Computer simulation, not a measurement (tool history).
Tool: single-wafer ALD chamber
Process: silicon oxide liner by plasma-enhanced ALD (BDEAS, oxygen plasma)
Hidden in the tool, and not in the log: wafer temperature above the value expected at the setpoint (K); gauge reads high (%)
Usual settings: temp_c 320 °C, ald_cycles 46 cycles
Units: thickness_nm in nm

run    day  temp_c  ald_cycles  wafers since the last listed run  hours since the last thermocouple change  hours since the gauge calibration  read-back reference wafer on the same gauge, thickness_nm  thickness_nm
  1      0     329          46                                 0                                    2193.2                               92.8                                                      4.409         4.239
  2  0.696     329          46                               125                                    2209.9                              109.5                                                      4.411         4.216
  3      1     329          46                                54                                    2217.2                              116.8                                                      4.411         4.229
  4   1.25     320          46                                44                                    2223.2                              122.8                                                      4.409          4.28
  5  1.733     320          46                                86                                    2234.8                              134.4                                                      4.409         4.293
  6  2.254     320          46                                93                                    2247.3                              146.9                                                      4.411         4.279
  7  2.625     320          46                                66                                    2256.2                              155.8                                                      4.409         4.275
  8  3.225     320          46                               107                                    2270.6                              170.2                                                       4.41         4.286
  9  3.525     320          46                                53                                    2277.8                              177.4                                                      4.411         4.279
     4.067  -- thermocouple changed; heater temperature recalibrated
 10  4.088     316          46                                41                                       0.5                              190.9                                                      4.411         4.312
 11  4.538     320          46                                80                                      11.3                              201.7                                                      4.409         4.303
 12  4.817     314          46                                50                                        18                              208.4                                                      4.411         4.323
 13  5.146     320          46                                59                                      25.9                              216.3                                                      4.411         4.284
 14  5.433     309          42                                51                                      32.8                              223.2                                                      4.408         3.968
     5.608  -- gauge calibrated
 15  5.779     328          50                                62                                      41.1                                4.1                                                      4.408         4.609
 16  6.329     326          50                                98                                      54.3                               17.3                                                      4.412          4.61
 17  7.054     311          39                               130                                      71.7                               34.7                                                      4.412         3.694
 18  7.321     320          51                                47                                      78.1                               41.1                                                      4.412         4.762
 19  7.617     305          50                                53                                      85.2                               48.2                                                      4.411         4.779
 20  7.917     310          41                                53                                      92.4                               55.4                                                      4.411         3.885
 21  8.579     305          50                               119                                     108.3                               71.3                                                      4.412         4.771
 22  9.217     320          40                               114                                     123.6                               86.6                                                      4.409         3.734
 23  9.612     320          50                                71                                     133.1                               96.1                                                       4.41         4.658

4 ways to go on from here, each from the tool as it stands after run 23. What would each give?
  A  9.633     320          46                                 3                                     133.6                               96.6                                                          ?             ?
  B  9.633     307          50                                 3                                     133.6                               96.6                                                          ?             ?
  C  9.633     312          46                                 3                                     133.6                               96.6                                                          ?             ?
  D  9.633     313          46                                 3                                     133.6                               96.6                                                          ?             ?

run  read-back reference wafer on the same gauge, thickness_nm  thickness_nm
  A                                                      4.411         4.283
  B                                                      4.411         4.752
  C                                                      4.411         4.338
  D                                                      4.411         4.331
Without the tool's hidden state the same runs would have given:
run  thickness_nm
  A         4.283
  B         4.752
  C         4.338
  D         4.331

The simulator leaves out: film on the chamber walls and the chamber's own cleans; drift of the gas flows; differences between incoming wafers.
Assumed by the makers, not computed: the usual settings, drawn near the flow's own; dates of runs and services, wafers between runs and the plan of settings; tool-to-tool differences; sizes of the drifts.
